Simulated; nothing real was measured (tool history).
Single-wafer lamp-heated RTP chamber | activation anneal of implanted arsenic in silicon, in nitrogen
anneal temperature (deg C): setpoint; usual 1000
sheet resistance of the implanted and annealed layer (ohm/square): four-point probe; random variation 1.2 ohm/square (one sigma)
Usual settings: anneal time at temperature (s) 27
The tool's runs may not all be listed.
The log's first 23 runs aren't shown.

| run | day | anneal temperature (deg C) | anneal time at temperature (s) | read-back reference wafer on the same gauge, sheet resistance | sheet resistance of the implanted and annealed layer (ohm/square) |
|---|---|---|---|---|---|
| 24 | 72.608 | 1000 | 16 | 506.15 | 483.12 |
| 25 | 74.396 | 1000 | 43 | 506.18 | 473.6 |
| 26 | 76.296 | 1000 | 27 | 505.69 | 475.56 |
|  | 80.071 | reflector plate cleaned |
| 27 | 80.554 | 991 | 18 | 505.64 | 486.99 |
|  | 81.567 | pyrometer window cleaned and pyrometer calibrated |
| 28 | 82.367 | 1018 | 35 | 506.16 | 469.48 |
| 29 | 85.517 | 1000 | 27 | 506.1 | 476.98 |
| 30 | 89.25 | 1022 | 32 | 505.85 | 470.75 |
| 31 | 92.746 | 1026 | 31 | 506.45 | 469.46 |
| 32 | 94.783 | 1018 | 18 | 506.09 | 476.45 |
| 33 | 98.538 | 977 | 31 | 505.92 | 482.31 |
| 34 | 102.204 | 1030 | 19 | 506.14 | 474.02 |
|  | 103.096 | pyrometer window cleaned and pyrometer calibrated |
| 35 | 104.054 | 1025 | 33 | 505.77 | 466.48 |

3 ways to go on from here, each from the tool as it stands after run 35. What would each give?
| A | 104.071 | 1000 | 39 | ? | ? |
| B | 104.071 | 1028 | 32 | ? | ? |
| C | 104.071 | 1018 | 12 | ? | ? |

| run | read-back reference wafer on the same gauge, sheet resistance | sheet resistance of the implanted and annealed layer (ohm/square) |
|---|---|---|
| A | 506.07 | 473.16 |
| B | 506.07 | 465.88 |
| C | 506.07 | 481.46 |
Without the tool's hidden state the same runs would have given:
| run | sheet resistance of the implanted and annealed layer (ohm/square) |
|---|---|
| A | 473.16 |
| B | 465.88 |
| C | 481.46 |

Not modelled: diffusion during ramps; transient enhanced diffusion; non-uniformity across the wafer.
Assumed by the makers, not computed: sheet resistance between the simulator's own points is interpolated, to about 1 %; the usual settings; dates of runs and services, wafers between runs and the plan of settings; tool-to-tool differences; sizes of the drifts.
